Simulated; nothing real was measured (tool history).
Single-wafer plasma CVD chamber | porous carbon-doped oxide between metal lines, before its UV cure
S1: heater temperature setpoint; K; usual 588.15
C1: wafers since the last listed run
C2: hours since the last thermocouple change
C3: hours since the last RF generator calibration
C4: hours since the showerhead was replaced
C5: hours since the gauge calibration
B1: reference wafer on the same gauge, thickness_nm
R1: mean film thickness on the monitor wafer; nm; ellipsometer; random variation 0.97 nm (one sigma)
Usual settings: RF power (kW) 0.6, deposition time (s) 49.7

{"run": 1, "hour": 0.0, "S1": 588.15, "RF power (kW)": 0.6, "deposition time (s)": 49.7, "C1": 0, "C2": 394.7, "C3": 929.8, "C4": 6369.4, "C5": 430.3, "B1": 263.992, "R1": 260.44}
{"run": 2, "hour": 35.9, "S1": 588.15, "RF power (kW)": 0.6, "deposition time (s)": 49.7, "C1": 526, "C2": 430.6, "C3": 965.7, "C4": 6405.3, "C5": 466.2, "B1": 263.773, "R1": 258.711}
{"run": 3, "hour": 54.1, "S1": 596.15, "RF power (kW)": 0.63, "deposition time (s)": 49.7, "C1": 267, "C2": 448.8, "C3": 983.9, "C4": 6423.5, "C5": 484.4, "B1": 264.06, "R1": 257.806}
{"run": 4, "hour": 69.1, "S1": 596.15, "RF power (kW)": 0.63, "deposition time (s)": 49.7, "C1": 220, "C2": 463.8, "C3": 998.9, "C4": 6438.5, "C5": 499.4, "B1": 264.116, "R1": 258.456}
{"run": 5, "hour": 84.5, "S1": 588.15, "RF power (kW)": 0.6, "deposition time (s)": 49.7, "C1": 225, "C2": 479.2, "C3": 1014.3, "C4": 6453.9, "C5": 514.8, "B1": 263.837, "R1": 260.204}
{"run": 6, "hour": 112.8, "S1": 588.15, "RF power (kW)": 0.6, "deposition time (s)": 49.7, "C1": 415, "C2": 507.5, "C3": 1042.6, "C4": 6482.2, "C5": 543.1, "B1": 264.045, "R1": 257.714}
{"run": 7, "hour": 140.9, "S1": 588.15, "RF power (kW)": 0.6, "deposition time (s)": 49.7, "C1": 412, "C2": 535.6, "C3": 1070.7, "C4": 6510.3, "C5": 571.2, "B1": 264.006, "R1": 260.644}
{"run": 8, "hour": 176.8, "S1": 588.15, "RF power (kW)": 0.6, "deposition time (s)": 49.7, "C1": 526, "C2": 571.5, "C3": 1106.6, "C4": 6546.2, "C5": 607.1, "B1": 263.871, "R1": 258.831}
{"run": 9, "hour": 198.8, "S1": 588.15, "RF power (kW)": 0.6, "deposition time (s)": 49.7, "C1": 322, "C2": 593.5, "C3": 1128.6, "C4": 6568.2, "C5": 629.1, "B1": 263.961, "R1": 258.05}
{"run": 10, "hour": 214.8, "S1": 588.15, "RF power (kW)": 0.6, "deposition time (s)": 45, "C1": 234, "C2": 609.5, "C3": 1144.6, "C4": 6584.2, "C5": 645.1, "B1": 264.069, "R1": 233.885}
{"run": 11, "hour": 232.9, "S1": 588.15, "RF power (kW)": 0.6, "deposition time (s)": 49.7, "C1": 265, "C2": 627.6, "C3": 1162.7, "C4": 6602.3, "C5": 663.2, "B1": 263.845, "R1": 258.57}
{"run": 12, "hour": 259.7, "S1": 588.15, "RF power (kW)": 0.6, "deposition time (s)": 49.7, "C1": 393, "C2": 654.4, "C3": 1189.5, "C4": 6629.1, "C5": 690, "B1": 264.238, "R1": 258.082}
{"hour": 313.8, "done": "RF generator calibrated"}
{"run": 13, "hour": 356.4, "S1": 588.15, "RF power (kW)": 0.6, "deposition time (s)": 49.7, "C1": 1301, "C2": 751.1, "C3": 42.6, "C4": 6725.8, "C5": 786.7, "B1": 264.056, "R1": 272.114}
{"run": 14, "hour": 373.5, "S1": 588.15, "RF power (kW)": 0.6, "deposition time (s)": 49.7, "C1": 250, "C2": 768.2, "C3": 59.7, "C4": 6742.9, "C5": 803.8, "B1": 264.016, "R1": 270.255}
{"run": 15, "hour": 401.8, "S1": 588.15, "RF power (kW)": 0.6, "deposition time (s)": 49.7, "C1": 415, "C2": 796.5, "C3": 88, "C4": 6771.2, "C5": 832.1, "B1": 264.127, "R1": 270.055}
{"hour": 432.2, "done": "gauge calibrated"}
{"hour": 494.8, "done": "showerhead replaced"}
{"run": 16, "hour": 495.3, "S1": 588.15, "RF power (kW)": 0.51, "deposition time (s)": 49.7, "C1": 1254, "C2": 890, "C3": 181.5, "C4": 0.5, "C5": 63.1, "B1": 263.886, "R1": 237.04}
{"run": 17, "hour": 512.5, "S1": 599.15, "RF power (kW)": 0.6, "deposition time (s)": 49.7, "C1": 252, "C2": 907.2, "C3": 198.7, "C4": 17.7, "C5": 80.3, "B1": 264.063, "R1": 251.222}
{"run": 18, "hour": 535.0, "S1": 588.15, "RF power (kW)": 0.525, "deposition time (s)": 44.7, "C1": 330, "C2": 929.7, "C3": 221.2, "C4": 40.2, "C5": 102.8, "B1": 263.894, "R1": 218.428}
{"run": 19, "hour": 559.4, "S1": 602.15, "RF power (kW)": 0.49, "deposition time (s)": 49.7, "C1": 358, "C2": 954.1, "C3": 245.6, "C4": 64.6, "C5": 127.2, "B1": 264.034, "R1": 212.153}
{"hour": 589.6, "done": "thermocouple changed; heater temperature recalibrated"}
{"run": 20, "hour": 590.9, "S1": 588.15, "RF power (kW)": 0.55, "deposition time (s)": 58.1, "C1": 344, "C2": 1.3, "C3": 277.1, "C4": 96.1, "C5": 158.7, "B1": 263.917, "R1": 288.179}
{"run": 21, "hour": 609.4, "S1": 588.15, "RF power (kW)": 0.6, "deposition time (s)": 46.6, "C1": 271, "C2": 19.8, "C3": 295.6, "C4": 114.6, "C5": 177.2, "B1": 263.97, "R1": 248.736}
{"run": 22, "hour": 638.8, "S1": 599.15, "RF power (kW)": 0.63, "deposition time (s)": 52.6, "C1": 431, "C2": 49.2, "C3": 325, "C4": 144, "C5": 206.6, "B1": 264.129, "R1": 274.739}
{"run": 23, "hour": 653.3, "S1": 574.15, "RF power (kW)": 0.6, "deposition time (s)": 40.6, "C1": 212, "C2": 63.7, "C3": 339.5, "C4": 158.5, "C5": 221.1, "B1": 263.979, "R1": 235.84}
{"run": 24, "hour": 665.8, "S1": 595.15, "RF power (kW)": 0.525, "deposition time (s)": 40.9, "C1": 183, "C2": 76.2, "C3": 352, "C4": 171, "C5": 233.6, "B1": 264.059, "R1": 190.3}
{"run": 25, "hour": 688.1, "S1": 603.15, "RF power (kW)": 0.54, "deposition time (s)": 42.8, "C1": 327, "C2": 98.5, "C3": 374.3, "C4": 193.3, "C5": 255.9, "B1": 264.174, "R1": 194.395}
{"run": 26, "hour": 718.1, "S1": 581.15, "RF power (kW)": 0.6, "deposition time (s)": 45.2, "C1": 440, "C2": 128.5, "C3": 404.3, "C4": 223.3, "C5": 285.9, "B1": 263.988, "R1": 250.953}
{"run": 27, "hour": 738.1, "S1": 588.15, "RF power (kW)": 0.55, "deposition time (s)": 58.1, "C1": 293, "C2": 148.5, "C3": 424.3, "C4": 243.3, "C5": 305.9, "B1": 263.798, "R1": 288.172}
{"run": 28, "hour": 760.3, "S1": 578.15, "RF power (kW)": 0.6, "deposition time (s)": 49.7, "C1": 325, "C2": 170.7, "C3": 446.5, "C4": 265.5, "C5": 328.1, "B1": 264.058, "R1": 277.351}

3 ways to go on from here, each from the tool as it stands after run 28. What would each give?
{"run": "A", "hour": 760.7, "S1": 588.15, "RF power (kW)": 0.6, "deposition time (s)": 49.7, "C1": 5, "C2": 171.1, "C3": 446.9, "C4": 265.9, "C5": 328.5, "B1": "?", "R1": "?"}
{"run": "B", "hour": 760.7, "S1": 575.15, "RF power (kW)": 0.6, "deposition time (s)": 56.2, "C1": 5, "C2": 171.1, "C3": 446.9, "C4": 265.9, "C5": 328.5, "B1": "?", "R1": "?"}
{"run": "C", "hour": 760.7, "S1": 593.15, "RF power (kW)": 0.64, "deposition time (s)": 56.9, "C1": 5, "C2": 171.1, "C3": 446.9, "C4": 265.9, "C5": 328.5, "B1": "?", "R1": "?"}

run=A B1=264.018 R1=262.529
run=B B1=264.018 R1=319.646
run=C B1=264.018 R1=305.737
Without the tool's hidden state the same runs would have given:
run=A R1=272.757
run=B R1=332.099
run=C R1=317.647
